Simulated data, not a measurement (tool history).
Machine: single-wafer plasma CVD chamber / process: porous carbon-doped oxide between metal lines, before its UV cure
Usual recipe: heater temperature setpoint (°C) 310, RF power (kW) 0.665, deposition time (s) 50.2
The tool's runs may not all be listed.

| run | day | heater temperature setpoint (°C) | RF power (kW) | deposition time (s) | read-back reference wafer on the same gauge, thickness_nm | mean film thickness on the monitor wafer (nm) |
|---|---|---|---|---|---|---|
| 1 | 0.000 | 310 | 0.665 | 43.5 | 270.444 | 268.614 |
| 2 | 2.929 | 310 | 0.665 | 43.5 | 269.709 | 268.890 |
| 3 | 5.008 | 310 | 0.665 | 50.2 | 269.388 | 307.746 |
| 4 | 6.675 | 310 | 0.665 | 50.2 | 268.858 | 306.492 |
| 5 | 17.296 | 310 | 0.665 | 50.2 | 267.670 | 303.653 |
| 6 | 21.071 | 310 | 0.665 | 50.2 | 267.434 | 304.771 |
|  | 28.600 | RF generator calibrated |
|  | 31.550 | showerhead replaced |
|  | 32.200 | gauge calibrated |
| 7 | 32.829 | 310 | 0.665 | 50.2 | 273.573 | 313.377 |
| 8 | 35.288 | 310 | 0.665 | 50.2 | 272.623 | 311.700 |
|  | 38.338 | thermocouple changed; heater temperature recalibrated |
| 9 | 38.371 | 315 | 0.745 | 59.4 | 271.696 | 379.445 |
| 10 | 40.971 | 310 | 0.665 | 50.2 | 270.974 | 309.727 |
| 11 | 44.338 | 318 | 0.780 | 44.4 | 270.492 | 285.346 |
| 12 | 47.350 | 310 | 0.665 | 50.2 | 269.485 | 309.178 |
| 13 | 50.871 | 305 | 0.665 | 42.5 | 269.512 | 269.419 |
| 14 | 52.604 | 324 | 0.560 | 50.2 | 269.049 | 260.858 |
| 15 | 56.812 | 310 | 0.785 | 50.2 | 268.624 | 334.785 |

5 options for the next run, each taken on its own from the tool as it stands now. Forecast them:
| A | 56.829 | 310 | 0.665 | 50.2 | ? | ? |
| B | 56.829 | 317 | 0.665 | 59.7 | ? | ? |
| C | 56.829 | 302 | 0.560 | 57.0 | ? | ? |
| D | 56.829 | 310 | 0.665 | 42.5 | ? | ? |
| E | 56.829 | 316 | 0.555 | 44.1 | ? | ? |

| run | read-back reference wafer on the same gauge, thickness_nm | mean film thickness on the monitor wafer (nm) |
|---|---|---|
| A | 268.611 | 307.124 |
| B | 268.611 | 350.667 |
| C | 268.611 | 332.113 |
| D | 268.611 | 260.972 |
| E | 268.611 | 237.976 |
What these runs would have given with no unlogged condition in the tool:
| run | mean film thickness on the monitor wafer (nm) |
|---|---|
| A | 312.090 |
| B | 356.336 |
| C | 337.483 |
| D | 265.192 |
| E | 241.823 |

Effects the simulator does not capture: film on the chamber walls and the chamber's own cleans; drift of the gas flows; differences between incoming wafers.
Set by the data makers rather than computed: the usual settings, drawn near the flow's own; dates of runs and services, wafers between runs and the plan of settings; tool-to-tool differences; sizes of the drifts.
